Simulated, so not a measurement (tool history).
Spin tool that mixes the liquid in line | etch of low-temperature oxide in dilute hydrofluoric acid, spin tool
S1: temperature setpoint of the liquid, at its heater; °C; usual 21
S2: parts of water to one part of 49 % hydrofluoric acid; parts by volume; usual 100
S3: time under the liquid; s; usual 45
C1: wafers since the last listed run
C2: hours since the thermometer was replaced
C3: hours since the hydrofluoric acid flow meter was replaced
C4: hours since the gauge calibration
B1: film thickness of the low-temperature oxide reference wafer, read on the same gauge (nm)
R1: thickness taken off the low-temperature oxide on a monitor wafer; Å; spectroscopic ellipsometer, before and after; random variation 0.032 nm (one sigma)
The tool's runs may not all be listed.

run   hour    S1   S2  S3    C1      C2      C3     C4     B1     R1
  1      0    21  100  45     0  1882.3  2028.9  310.2  59.96   74.5
  2   26.6    21  100  55   375  1908.9  2055.5  336.8  59.97   91.8
  3   45.8    21  100  55   270  1928.1  2074.7    356  60.03   91.7
  4   58.6    21  100  55   180  1940.9  2087.5  368.8  60.01     92
  5   82.5    21  100  45   337  1964.8  2111.4  392.7     60   74.8
  6  116.2    21  100  45   475  1998.5  2145.1  426.4  59.99   75.9
  7  134.8    21  100  45   262  2017.1  2163.7    445  60.01   75.2
     157.1  -- gauge calibrated
  8  161.9    21  100  45   382  2044.2  2190.8    4.8  59.97   75.5
  9    175    25   80  45   184  2057.3  2203.9   17.9     60  113.9
 10  198.1    21  100  55   325  2080.4    2227     41  60.01   92.5
     250.8  -- thermometer replaced
 11  271.6  22.5   65  30  1022    20.8  2300.5  114.5  60.01   78.3
     287.8  -- hydrofluoric acid flow meter replaced
 12  288.3  22.5  100  30   221    37.5     0.5  131.2  59.98   48.3
 13  305.6    21  100  65   244    54.8    17.8  148.5  59.95   99.1
 14  330.6  22.5  135  45   352    79.8    42.8  173.5  60.01   52.2
 15  360.9    21  100  55   427   110.1    73.1  203.8  59.95   84.1
 16  395.1    21  115  45   482   144.3   107.3    238  59.99   59.1
 17  418.5  22.5   65  30   330   167.7   130.7  261.4  59.99   78.9

Forecast each of these 3 alternatives for the next run:
  A  418.9  21  100  35   5  168.1  131.1  261.8   ?   ?
  B  418.9  17   65  70   5  168.1  131.1  261.8   ?   ?
  C  418.9  21  125  65   5  168.1  131.1  261.8   ?   ?

run     B1     R1
  A  59.98   53.9
  B  59.98  145.9
  C  59.98   77.8
Without the tool's hidden state the same runs would have given:
run     R1
  A   53.1
  B  143.7
  C   76.7
